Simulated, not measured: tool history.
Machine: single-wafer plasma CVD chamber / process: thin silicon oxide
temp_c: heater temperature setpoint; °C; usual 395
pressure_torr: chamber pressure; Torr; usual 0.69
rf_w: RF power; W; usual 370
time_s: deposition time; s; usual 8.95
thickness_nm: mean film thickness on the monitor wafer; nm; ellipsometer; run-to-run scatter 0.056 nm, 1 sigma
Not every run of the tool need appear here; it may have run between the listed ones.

run	hour	temp_c	pressure_torr	rf_w	time_s	wafers since the last listed run	hours since the last thermocouple change	hours since the last RF generator calibration	hours since the last manometer calibration	hours since the showerhead was replaced	hours since the gauge calibration	read-back reference wafer on the same gauge, thickness_nm	thickness_nm
1	0	395	0.69	370	9.71	0	1830.8	1147.1	1575.4	2089.2	376	14.908	17.254
2	20.1	395	0.598	335	8.95	531	1850.9	1167.2	1595.5	2109.3	396.1	14.897	13.959
3	32.8	395	0.598	335	8.95	335	1863.6	1179.9	1608.2	2122	408.8	14.909	13.99
4	61.4	406	0.69	370	8.95	756	1892.2	1208.5	1636.8	2150.6	437.4	14.895	15.732
# hour 65.3: gauge calibrated
5	76.6	403	0.69	370	8.95	402	1907.4	1223.7	1652	2165.8	11.3	14.898	15.75
6	100.2	403	0.69	370	8.95	624	1931	1247.3	1675.6	2189.4	34.9	14.903	15.807
7	118.7	395	0.69	370	8.95	489	1949.5	1265.8	1694.1	2207.9	53.4	14.884	15.836
8	132.7	395	0.69	370	8.95	370	1963.5	1279.8	1708.1	2221.9	67.4	14.905	15.825
9	163.9	395	0.69	370	8.95	825	1994.7	1311	1739.3	2253.1	98.6	14.912	15.809
10	188	395	0.69	370	8.95	637	2018.8	1335.1	1763.4	2277.2	122.7	14.892	15.844
11	205.4	395	0.69	370	8.95	460	2036.2	1352.5	1780.8	2294.6	140.1	14.903	15.783
12	221.3	395	0.69	370	8.95	420	2052.1	1368.4	1796.7	2310.5	156	14.898	15.755
13	254.3	395	0.69	370	9.7	872	2085.1	1401.4	1829.7	2343.5	189	14.903	17.189
# hour 264.9: RF generator calibrated
14	289.4	395	0.69	370	8.95	716	2120.2	24.5	1864.8	2378.6	224.1	14.899	15.674
15	322.9	395	0.69	370	9.7	886	2153.7	58	1898.3	2412.1	257.6	14.916	17.191
16	337.1	395	0.69	315	9.78	375	2167.9	72.2	1912.5	2426.3	271.8	14.906	16.07
# hour 346.7: showerhead replaced
# hour 356.7: thermocouple changed; heater temperature recalibrated
17	370.1	385	0.69	370	8.95	449	13.4	105.2	1945.5	23.4	304.8	14.896	15.97
18	398.7	385	0.772	320	10.64	756	42	133.8	1974.1	52	333.4	14.902	18.634
# hour 426.3: capacitance manometer re-zeroed and calibrated
19	426.8	404	0.69	370	8.45	531	70.1	161.9	0.5	80.1	361.5	14.906	15.328
20	447.7	395	0.69	370	8.95	552	91	182.8	21.4	101	382.4	14.905	16.381
# hour 473.7: gauge calibrated
21	479.4	381	0.807	430	10.48	838	122.7	214.5	53.1	132.7	5.7	14.9	22.377
22	514.8	395	0.69	370	8.95	936	158.1	249.9	88.5	168.1	41.1	14.901	16.315
23	547.4	390	0.69	400	8.46	862	190.7	282.5	121.1	200.7	73.7	14.9	15.969
24	575.2	395	0.69	370	8.95	735	218.5	310.3	148.9	228.5	101.5	14.903	16.303

Estimate the outcome of run 25 from the log above:
25	597.3	395	0.69	370	8.95	584	240.6	332.4	171	250.6	123.6	?	?

{"run 25": {"read-back reference wafer on the same gauge, thickness_nm": 14.898, "thickness_nm": 16.185}}
On a tool with no hidden condition, and with the same random variation, this run would have come out at thickness_nm 16.288 nm.

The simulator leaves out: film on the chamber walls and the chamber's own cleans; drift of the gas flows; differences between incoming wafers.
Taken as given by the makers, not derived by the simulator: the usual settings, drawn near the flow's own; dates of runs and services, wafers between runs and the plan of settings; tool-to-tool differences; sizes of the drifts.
